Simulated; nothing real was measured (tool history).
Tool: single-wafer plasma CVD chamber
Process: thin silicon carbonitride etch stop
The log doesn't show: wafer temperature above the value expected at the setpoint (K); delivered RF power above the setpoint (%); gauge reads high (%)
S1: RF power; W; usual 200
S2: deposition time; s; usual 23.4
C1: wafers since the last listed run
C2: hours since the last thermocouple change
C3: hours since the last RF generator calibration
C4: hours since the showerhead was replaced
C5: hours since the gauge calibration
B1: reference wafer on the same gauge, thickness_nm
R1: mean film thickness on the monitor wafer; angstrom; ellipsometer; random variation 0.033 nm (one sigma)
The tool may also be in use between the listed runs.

run    hour   S1    S2    C1      C2      C3      C4      C5      B1      R1
  1       0  200  24.6     0  1765.4  2084.2  3250.7  2828.7  13.808  132.45
  2    47.8  200  24.6   677  1813.2    2132  3298.5  2876.5  13.799  132.75
  3   101.5  200  23.4   761  1866.9  2185.7  3352.2  2930.2  13.806  126.69
  4   141.8  200  23.4   571  1907.2    2226  3392.5  2970.5  13.803  126.45
  5   217.9  200  23.4  1078  1983.3  2302.1  3468.6  3046.6  13.803  126.07
  6   302.1  200  23.4  1193  2067.5  2386.3  3552.8  3130.8  13.796  125.57
  7   401.5  200  23.4  1409  2166.9  2485.7  3652.2  3230.2  13.803   125.8
  8   437.7  190  23.4   513  2203.1  2521.9  3688.4  3266.4    13.8  124.86
      449.3  -- gauge calibrated
  9   523.7  200  23.4  1219  2289.1  2607.9  3774.4    74.4  13.795  125.78
 10   559.9  200  23.4   513  2325.3  2644.1  3810.6   110.6    13.8  126.08
      609.9  -- RF generator calibrated
      635.4  -- thermocouple changed; heater temperature recalibrated
 11   635.9  200  19.9   850     0.5      26  3886.6   186.6  13.794   108.8
 12   670.1  180  26.8   484    34.7    60.2  3920.8   220.8  13.802  142.83
 13   752.4  185  26.1  1166     117   142.5  4003.1   303.1  13.799  139.95
 14   788.9  175  20.2   517   153.5     179  4039.6   339.6  13.801  106.89
 15   874.5  200  23.4  1213   239.1   264.6  4125.2   425.2  13.793  127.36
 16   938.2  190  27.6   903   302.8   328.3  4188.9   488.9    13.8  148.13
 17   985.9  240  21.1   676   350.5     376  4236.6   536.6  13.795  119.73
 18  1092.9  170  26.3  1516   457.5     483  4343.6   643.6  13.793  137.22
 19  1162.6  175  21.4   988   527.2   552.7  4413.3   713.3  13.792  112.51
 20  1270.4  220  19.3  1528     635   660.5  4521.1   821.1  13.797  107.15
 21  1338.4  200  23.4   964     703   728.5  4589.1   889.1  13.804  126.48
 22  1610.6  170    26  3858   975.2  1000.7  4861.3  1161.3    13.8  134.94
 23    1716  170  27.3  1494  1080.6  1106.1  4966.7  1266.7  13.803   141.8
 24  1793.4  170  27.5  1097    1158  1183.5  5044.1  1344.1    13.8  142.42
     1884.2  -- showerhead replaced, of another model than before
 25  1897.2  175  25.3  1358  1261.8  1287.3      13  1447.9  13.804  130.19
 26  1970.6  230  24.9  1040  1335.2  1360.7    86.4  1521.3  13.797  139.37
 27  2032.1  235  23.4   871  1396.7  1422.2   147.9  1582.8  13.801   131.2
 28  2283.2  170    22  3559  1647.8  1673.3     399  1833.9  13.792  111.95
 29    2351  215  23.4   961  1715.6  1741.1   466.8  1901.7  13.801  128.44
 30  2408.9  210  26.7   820  1773.5    1799   524.7  1959.6  13.808  145.41
 31  2514.9  200  23.4  1502  1879.5    1905   630.7  2065.6    13.8  125.75
 32  2627.4  200  23.4  1594    1992  2017.5   743.2  2178.1  13.808  125.41
 33  2687.8  200  23.4   856  2052.4  2077.9   803.6  2238.5  13.804  125.29
 34  2742.5  200  23.4   775  2107.1  2132.6   858.3  2293.2  13.792  125.21
     2783.1  -- RF generator calibrated
 35  2809.5  220  21.6   836  2174.1    26.4   925.3  2360.2  13.803  121.23
 36  2867.2  165  20.2   818  2231.8    84.1     983  2417.9  13.798  103.95

Forecast each of these 3 alternatives for the next run:
  A  2867.6  200  23.4   5  2232.2  84.5  983.4  2418.3   ?   ?
  B  2867.6  220  23.4   5  2232.2  84.5  983.4  2418.3   ?   ?
  C  2867.6  240    26   5  2232.2  84.5  983.4  2418.3   ?   ?

run      B1      R1
  A  13.803  127.06
  B  13.803  130.83
  C  13.803  149.29
Without the tool's hidden state the same runs would have given:
run      R1
  A  127.49
  B  131.27
  C   149.8

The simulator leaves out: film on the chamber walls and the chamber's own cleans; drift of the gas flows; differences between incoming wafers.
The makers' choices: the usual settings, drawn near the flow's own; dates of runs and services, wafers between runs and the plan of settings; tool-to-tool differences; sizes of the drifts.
